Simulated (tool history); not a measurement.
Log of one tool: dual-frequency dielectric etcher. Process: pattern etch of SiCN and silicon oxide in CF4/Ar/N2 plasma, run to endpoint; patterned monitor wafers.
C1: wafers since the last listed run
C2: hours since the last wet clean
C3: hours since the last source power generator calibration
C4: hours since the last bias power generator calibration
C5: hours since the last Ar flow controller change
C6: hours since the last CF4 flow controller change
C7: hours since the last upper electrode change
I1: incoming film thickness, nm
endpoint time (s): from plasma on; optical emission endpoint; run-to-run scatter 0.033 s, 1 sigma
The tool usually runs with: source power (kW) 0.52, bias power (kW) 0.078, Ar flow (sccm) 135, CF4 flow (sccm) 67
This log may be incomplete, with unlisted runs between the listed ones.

Run 1, hour 0: usual settings but bias power (kW) 0.067; C1 0; C2 287.8; C3 1404.8; C4 2444.3; C5 1910.3; C6 1928.3; C7 5216.6; I1 10.65. Result: endpoint time (s) 10.7.
Run 2, hour 12.4: usual settings; C1 186; C2 300.2; C3 1417.2; C4 2456.7; C5 1922.7; C6 1940.7; C7 5229; I1 10.77. Result: endpoint time (s) 10.6.
Run 3, hour 21.2: usual settings but Ar flow (sccm) 112; C1 132; C2 309; C3 1426; C4 2465.5; C5 1931.5; C6 1949.5; C7 5237.8; I1 10.69. Result: endpoint time (s) 10.2.
Run 4, hour 38.9: usual settings but Ar flow (sccm) 112; C1 266; C2 326.7; C3 1443.7; C4 2483.2; C5 1949.2; C6 1967.2; C7 5255.5; I1 10.68. Result: endpoint time (s) 10.2.
Run 5, hour 46: usual settings; C1 106; C2 333.8; C3 1450.8; C4 2490.3; C5 1956.3; C6 1974.3; C7 5262.6; I1 10.66. Result: endpoint time (s) 10.4.
Run 6, hour 63.9: usual settings; C1 269; C2 351.7; C3 1468.7; C4 2508.2; C5 1974.2; C6 1992.2; C7 5280.5; I1 10.79. Result: endpoint time (s) 10.5.
Run 7, hour 80.9: usual settings; C1 256; C2 368.7; C3 1485.7; C4 2525.2; C5 1991.2; C6 2009.2; C7 5297.5; I1 10.71. Result: endpoint time (s) 10.4.
Run 8, hour 93.6: usual settings; C1 191; C2 381.4; C3 1498.4; C4 2537.9; C5 2003.9; C6 2021.9; C7 5310.2; I1 10.7. Result: endpoint time (s) 10.5.
Run 9, hour 120.7: usual settings; C1 408; C2 408.5; C3 1525.5; C4 2565; C5 2031; C6 2049; C7 5337.3; I1 10.74. Result: endpoint time (s) 10.5.
At hour 129.5: CF4 flow controller replaced.
Run 10, hour 130.6: usual settings; C1 58; C2 418.4; C3 1535.4; C4 2574.9; C5 2040.9; C6 1.1; C7 5347.2; I1 10.69. Result: endpoint time (s) 10.4.
Run 11, hour 145.2: usual settings but source power (kW) 0.59, bias power (kW) 0.083; C1 219; C2 433; C3 1550; C4 2589.5; C5 2055.5; C6 15.7; C7 5361.8; I1 10.66. Result: endpoint time (s) 9.5.
At hour 159.8: bias power generator calibrated.
At hour 178.6: wet clean of the chamber.
Run 12, hour 179.1: usual settings but source power (kW) 0.57, bias power (kW) 0.092; C1 166; C2 0.5; C3 1583.9; C4 19.3; C5 2089.4; C6 49.6; C7 5395.7; I1 10.75. Result: endpoint time (s) 10.1.
At hour 202.5: source power generator calibrated.
At hour 204.5: upper electrode replaced.
Run 13, hour 205: usual settings; C1 300; C2 26.4; C3 2.5; C4 45.2; C5 2115.3; C6 75.5; C7 0.5; I1 10.64. Result: endpoint time (s) 10.9.
Run 14, hour 205.3: usual settings but source power (kW) 0.56, Ar flow (sccm) 156, CF4 flow (sccm) 72; C1 4; C2 26.7; C3 2.8; C4 45.5; C5 2115.6; C6 75.8; C7 0.8; I1 10.68. Result: endpoint time (s) 10.6.
Run 15, hour 208.8: usual settings but source power (kW) 0.64, bias power (kW) 0.066, Ar flow (sccm) 117; C1 52; C2 30.2; C3 6.3; C4 49; C5 2119.1; C6 79.3; C7 4.3; I1 10.66. Result: endpoint time (s) 9.7.
At hour 239.2: Ar flow controller replaced.
Run 16, hour 247.7: usual settings but bias power (kW) 0.064, Ar flow (sccm) 149, CF4 flow (sccm) 73; C1 495; C2 69.1; C3 45.2; C4 87.9; C5 8.5; C6 118.2; C7 43.2; I1 10.55. Result: endpoint time (s) 11.1.
Run 17, hour 258.7: usual settings but source power (kW) 0.44, bias power (kW) 0.06, Ar flow (sccm) 158, CF4 flow (sccm) 74; C1 165; C2 80.1; C3 56.2; C4 98.9; C5 19.5; C6 129.2; C7 54.2; I1 10.74. Result: endpoint time (s) 12.6.
Run 18, hour 292.7: usual settings; C1 512; C2 114.1; C3 90.2; C4 132.9; C5 53.5; C6 163.2; C7 88.2; I1 10.58. Result: endpoint time (s) 10.7.
Run 19, hour 309.4: usual settings; C1 251; C2 130.8; C3 106.9; C4 149.6; C5 70.2; C6 179.9; C7 104.9; I1 10.79. Result: endpoint time (s) 10.9.
Run 20, hour 326.3: usual settings but source power (kW) 0.47, bias power (kW) 0.095, Ar flow (sccm) 109; C1 254; C2 147.7; C3 123.8; C4 166.5; C5 87.1; C6 196.8; C7 121.8; I1 10.76. Result: endpoint time (s) 10.7.
Run 21, hour 343.8: usual settings; C1 263; C2 165.2; C3 141.3; C4 184; C5 104.6; C6 214.3; C7 139.3; I1 10.74. Result: endpoint time (s) 10.8.
Run 22, hour 350.4: usual settings but bias power (kW) 0.062, CF4 flow (sccm) 54; C1 99; C2 171.8; C3 147.9; C4 190.6; C5 111.2; C6 220.9; C7 145.9; I1 10.64. Result: endpoint time (s) 11.6.

Forecast each of these 4 alternatives for the next run:
Run A, hour 350.8: usual settings; C1 6; C2 172.2; C3 148.3; C4 191; C5 111.6; C6 221.3; C7 146.3; I1 10.79. Result: endpoint time (s) ?.
Run B, hour 350.8: usual settings but Ar flow (sccm) 120; C1 6; C2 172.2; C3 148.3; C4 191; C5 111.6; C6 221.3; C7 146.3; I1 10.79. Result: endpoint time (s) ?.
Run C, hour 350.8: usual settings but source power (kW) 0.61, Ar flow (sccm) 105; C1 6; C2 172.2; C3 148.3; C4 191; C5 111.6; C6 221.3; C7 146.3; I1 10.79. Result: endpoint time (s) ?.
Run D, hour 350.8: usual settings but source power (kW) 0.59, bias power (kW) 0.095; C1 6; C2 172.2; C3 148.3; C4 191; C5 111.6; C6 221.3; C7 146.3; I1 10.79. Result: endpoint time (s) ?.

run  endpoint time (s)
  A               10.9
  B               10.7
  C                9.5
  D                9.7
Stripped of hidden state, with their random variation kept, the same runs would have yielded:
run  endpoint time (s)
  A                 11
  B               10.8
  C                9.7
  D                9.9
